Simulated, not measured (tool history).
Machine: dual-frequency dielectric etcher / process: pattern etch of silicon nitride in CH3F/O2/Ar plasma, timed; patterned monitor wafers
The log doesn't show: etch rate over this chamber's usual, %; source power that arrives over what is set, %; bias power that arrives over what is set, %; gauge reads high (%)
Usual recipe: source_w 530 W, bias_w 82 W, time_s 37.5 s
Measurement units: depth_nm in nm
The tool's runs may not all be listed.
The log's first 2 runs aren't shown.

run	hour	source_w	bias_w	time_s	wafers since the last listed run	hours since the last wet clean	hours since the last source power generator calibration	hours since the last bias power generator calibration	hours since the last upper electrode change	hours since the gauge calibration	read-back reference wafer on the same gauge, depth_nm	depth_nm
3	42.0	530	93	37.5	3	0.8	2113.0	4852.4	5388.6	474.9	31.85	29.71
4	70.8	530	82	37.5	328	29.6	2141.8	4881.2	5417.4	503.7	31.88	28.89
5	78.2	530	82	37.5	84	37.0	2149.2	4888.6	5424.8	511.1	31.91	28.93
# hour 88.5: source power generator calibrated
6	90.9	530	82	37.5	99	49.7	2.4	4901.3	5437.5	523.8	31.92	29.10
7	101.8	530	82	37.5	124	60.6	13.3	4912.2	5448.4	534.7	31.91	28.95
8	110.8	530	82	37.5	102	69.6	22.3	4921.2	5457.4	543.7	31.91	28.77
9	124.9	600	82	41.5	160	83.7	36.4	4935.3	5471.5	557.8	31.87	33.86
10	139.9	530	82	37.5	171	98.7	51.4	4950.3	5486.5	572.8	31.86	29.00
11	155.6	530	82	37.5	179	114.4	67.1	4966.0	5502.2	588.5	31.86	29.16
12	170.0	630	82	30.0	164	128.8	81.5	4980.4	5516.6	602.9	31.91	25.00
# hour 189.3: gauge calibrated
13	195.9	530	82	37.5	295	154.7	107.4	5006.3	5542.5	6.6	31.89	29.10
14	212.6	530	94	37.5	190	171.4	124.1	5023.0	5559.2	23.3	31.95	30.03
15	220.2	620	96	30.0	86	179.0	131.7	5030.6	5566.8	30.9	31.89	25.73
16	229.7	530	82	37.5	108	188.5	141.2	5040.1	5576.3	40.4	31.89	29.26
17	240.8	470	82	37.5	126	199.6	152.3	5051.2	5587.4	51.5	31.89	27.88
18	248.5	420	74	30.0	87	207.3	160.0	5058.9	5595.1	59.2	31.88	20.87
19	265.2	440	62	32.5	190	224.0	176.7	5075.6	5611.8	75.9	31.92	22.27
20	273.4	640	102	37.5	93	232.2	184.9	5083.8	5620.0	84.1	31.87	33.11
# hour 301.6: upper electrode replaced
21	302.1	530	82	37.5	53	260.9	213.6	5112.5	0.5	112.8	31.91	29.49
22	302.4	530	89	34.0	3	261.2	213.9	5112.8	0.8	113.1	31.89	26.96
23	302.7	620	82	28.0	3	261.5	214.2	5113.1	1.1	113.4	31.90	23.33
# hour 307.6: bias power generator calibrated
24	312.4	530	82	37.5	65	271.2	223.9	4.8	10.8	123.1	31.86	29.43

The next listed run, before its measurement:
25	320.8	650	82	37.5	95	279.6	232.3	13.2	19.2	131.5	?	?

For run 25 the tool returned read-back reference wafer on the same gauge, depth_nm 31.89, depth_nm 32.00 nm.
Take away the tool's hidden state, keep the run-to-run variation as it was, and the same run would have given depth_nm 31.45 nm.
